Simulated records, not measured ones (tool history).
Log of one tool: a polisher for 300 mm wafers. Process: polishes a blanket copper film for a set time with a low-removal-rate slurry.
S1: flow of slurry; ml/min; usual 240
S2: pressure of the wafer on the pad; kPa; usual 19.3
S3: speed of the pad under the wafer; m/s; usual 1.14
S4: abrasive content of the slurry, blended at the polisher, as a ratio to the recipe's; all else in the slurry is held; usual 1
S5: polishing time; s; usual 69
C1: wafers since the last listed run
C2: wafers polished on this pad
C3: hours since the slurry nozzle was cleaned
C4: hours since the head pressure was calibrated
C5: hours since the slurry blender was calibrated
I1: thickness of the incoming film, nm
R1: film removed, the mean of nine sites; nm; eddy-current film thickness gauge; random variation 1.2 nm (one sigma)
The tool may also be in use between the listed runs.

{"run": 1, "day": 0.0, "S1": 240, "S2": 19.3, "S3": 1.14, "S4": 1, "S5": 69, "C1": 0, "C2": 58, "C3": 285.4, "C4": 1108, "C5": 372.3, "I1": 1473, "R1": 179.8}
{"run": 2, "day": 0.304, "S1": 240, "S2": 19.3, "S3": 1.14, "S4": 1, "S5": 69, "C1": 79, "C2": 137, "C3": 292.7, "C4": 1115.3, "C5": 379.6, "I1": 1489.4, "R1": 177.3}
{"run": 3, "day": 0.625, "S1": 240, "S2": 19.3, "S3": 1.14, "S4": 1, "S5": 69, "C1": 83, "C2": 220, "C3": 300.4, "C4": 1123, "C5": 387.3, "I1": 1525.8, "R1": 179.9}
{"run": 4, "day": 0.879, "S1": 240, "S2": 19.3, "S3": 1.14, "S4": 1, "S5": 69, "C1": 66, "C2": 286, "C3": 306.5, "C4": 1129.1, "C5": 393.4, "I1": 1477.6, "R1": 177.7}
{"run": 5, "day": 1.525, "S1": 240, "S2": 19.3, "S3": 1.14, "S4": 1, "S5": 69, "C1": 168, "C2": 455, "C3": 322, "C4": 1144.6, "C5": 408.9, "I1": 1494.3, "R1": 176.6}
{"run": 6, "day": 1.896, "S1": 240, "S2": 19.3, "S3": 1.14, "S4": 1, "S5": 69, "C1": 96, "C2": 551, "C3": 330.9, "C4": 1153.5, "C5": 417.8, "I1": 1494.8, "R1": 175.8}
{"run": 7, "day": 2.675, "S1": 240, "S2": 19.3, "S3": 1.14, "S4": 1, "S5": 69, "C1": 202, "C2": 754, "C3": 349.6, "C4": 1172.2, "C5": 436.5, "I1": 1513.5, "R1": 175.4}
{"day": 2.983, "done": "worn pad replaced by a new one"}
{"run": 8, "day": 3.146, "S1": 240, "S2": 19.3, "S3": 1.14, "S4": 1, "S5": 69, "C1": 79, "C2": 42, "C3": 360.9, "C4": 1183.5, "C5": 447.8, "I1": 1479.5, "R1": 174.4}
{"day": 3.425, "done": "slurry blender recalibrated"}
{"run": 9, "day": 3.683, "S1": 240, "S2": 19.3, "S3": 1.14, "S4": 1, "S5": 69, "C1": 118, "C2": 160, "C3": 373.8, "C4": 1196.4, "C5": 6.2, "I1": 1480.2, "R1": 189.8}
{"run": 10, "day": 4.146, "S1": 240, "S2": 16.5, "S3": 1.14, "S4": 0.75, "S5": 69, "C1": 120, "C2": 280, "C3": 384.9, "C4": 1207.5, "C5": 17.3, "I1": 1495.9, "R1": 152.3}
{"run": 11, "day": 4.45, "S1": 240, "S2": 15.9, "S3": 1.14, "S4": 1, "S5": 69, "C1": 79, "C2": 359, "C3": 392.2, "C4": 1214.8, "C5": 24.6, "I1": 1477.5, "R1": 155.1}
{"run": 12, "day": 4.85, "S1": 240, "S2": 19.3, "S3": 1.14, "S4": 1, "S5": 69, "C1": 104, "C2": 463, "C3": 401.8, "C4": 1224.4, "C5": 34.2, "I1": 1513.1, "R1": 189.4}
{"run": 13, "day": 5.288, "S1": 240, "S2": 19.3, "S3": 1.44, "S4": 1, "S5": 48, "C1": 113, "C2": 577, "C3": 412.3, "C4": 1234.9, "C5": 44.7, "I1": 1477.6, "R1": 165.3}
{"day": 5.633, "done": "head pressure recalibrated"}
{"day": 5.733, "done": "worn pad replaced by a new one"}
{"run": 14, "day": 5.754, "S1": 200, "S2": 19.3, "S3": 0.78, "S4": 0.85, "S5": 77, "C1": 73, "C2": 5, "C3": 423.5, "C4": 2.9, "C5": 55.9, "I1": 1489.3, "R1": 136.1}
{"run": 15, "day": 6.179, "S1": 240, "S2": 19.3, "S3": 1.14, "S4": 1, "S5": 69, "C1": 110, "C2": 116, "C3": 433.7, "C4": 13.1, "C5": 66.1, "I1": 1486.9, "R1": 189.1}
{"day": 6.333, "done": "slurry nozzle cleaned"}
{"run": 16, "day": 6.508, "S1": 190, "S2": 13.1, "S3": 0.76, "S4": 0.75, "S5": 69, "C1": 74, "C2": 190, "C3": 4.2, "C4": 21, "C5": 74, "I1": 1507.1, "R1": 80.1}
{"run": 17, "day": 7.004, "S1": 240, "S2": 17.2, "S3": 1.14, "S4": 1.25, "S5": 69, "C1": 129, "C2": 319, "C3": 16.1, "C4": 32.9, "C5": 85.9, "I1": 1509.5, "R1": 176.2}
{"run": 18, "day": 7.396, "S1": 240, "S2": 15.2, "S3": 0.9, "S4": 1.2, "S5": 69, "C1": 101, "C2": 421, "C3": 25.5, "C4": 42.3, "C5": 95.3, "I1": 1503.2, "R1": 120.1}
{"day": 8.154, "done": "worn pad replaced by a new one"}
{"run": 19, "day": 8.175, "S1": 310, "S2": 19.3, "S3": 1.14, "S4": 1.1, "S5": 69, "C1": 159, "C2": 4, "C3": 44.2, "C4": 61, "C5": 114, "I1": 1503.8, "R1": 193.6}

5 ways to go on from here, each from the tool as it stands after run 19. What would each give?
{"run": "A", "day": 8.196, "S1": 240, "S2": 19.3, "S3": 1.14, "S4": 1, "S5": 69, "C1": 5, "C2": 10, "C3": 44.7, "C4": 61.5, "C5": 114.5, "I1": 1487.6, "R1": "?"}
{"run": "B", "day": 8.196, "S1": 240, "S2": 22.8, "S3": 1.14, "S4": 1, "S5": 69, "C1": 5, "C2": 10, "C3": 44.7, "C4": 61.5, "C5": 114.5, "I1": 1487.6, "R1": "?"}
{"run": "C", "day": 8.196, "S1": 185, "S2": 19.3, "S3": 1.32, "S4": 0.7, "S5": 83, "C1": 5, "C2": 10, "C3": 44.7, "C4": 61.5, "C5": 114.5, "I1": 1487.6, "R1": "?"}
{"run": "D", "day": 8.196, "S1": 240, "S2": 19.3, "S3": 1.14, "S4": 1, "S5": 91, "C1": 5, "C2": 10, "C3": 44.7, "C4": 61.5, "C5": 114.5, "I1": 1487.6, "R1": "?"}
{"run": "E", "day": 8.196, "S1": 180, "S2": 19.3, "S3": 0.84, "S4": 0.85, "S5": 69, "C1": 5, "C2": 10, "C3": 44.7, "C4": 61.5, "C5": 114.5, "I1": 1487.6, "R1": "?"}

run=A R1=187.1
run=B R1=220.6
run=C R1=242.9
run=D R1=246.8
run=E R1=131.9
Without the tool's hidden state the same runs would have given:
run=A R1=189.1
run=B R1=222.9
run=C R1=245.4
run=D R1=249.4
run=E R1=133.3

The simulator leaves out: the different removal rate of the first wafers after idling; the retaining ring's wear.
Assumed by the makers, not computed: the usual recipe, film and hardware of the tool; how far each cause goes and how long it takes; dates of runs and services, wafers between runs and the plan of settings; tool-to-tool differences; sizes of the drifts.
